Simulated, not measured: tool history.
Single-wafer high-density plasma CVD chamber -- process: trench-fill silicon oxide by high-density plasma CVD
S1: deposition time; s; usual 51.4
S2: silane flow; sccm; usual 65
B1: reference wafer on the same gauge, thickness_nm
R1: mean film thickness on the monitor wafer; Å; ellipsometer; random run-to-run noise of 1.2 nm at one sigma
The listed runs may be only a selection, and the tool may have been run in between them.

run   hour    S1  S2       B1       R1
  1      0  51.4  65  284.417  3378.77
  2   12.3  51.4  65    284.7  3378.18
  3   32.2  51.4  65  284.807   3370.8
  4   48.6  51.4  65  284.996  3373.43
  5   76.3  51.4  74   285.08  3794.57
  6   92.1  51.4  74  284.897  3793.66
  7  113.5  51.4  74  285.198  3810.22
  8  143.3  47.2  65  285.463  3099.16
  9  162.5  47.2  65  285.173  3108.48
 10  194.4  51.4  61  285.725  3183.12
 11  214.9  51.4  61  285.854  3199.65
 12  249.2  51.4  61  285.722  3190.99
 13  267.3  51.4  65  285.793  3379.47
 14  302.9  51.4  65  286.094   3408.5
 15    325  51.4  65  286.184  3392.28
     336.4  -- gauge calibrated
 16  352.1  51.4  65   276.94  3279.71
 17  374.8  51.4  65  277.634   3300.7
     401.3  -- silane flow controller replaced
 18    475  51.4  65  280.367  3294.98
 19  510.7  51.4  65  280.767  3324.39
 20  535.8  51.4  65   281.55  3320.02
 21  559.4    49  65  281.898  3182.15
 22  594.3  51.4  59  282.528  3076.03
 23  614.4  46.7  62  283.058  2921.48

The next listed run, before its measurement:
 24  629.6  47.2  65   ?   ?

B1: 283.301
R1: 3101.38 Å
Without the tool's hidden state the same run would have given R1 3022.44 Å.
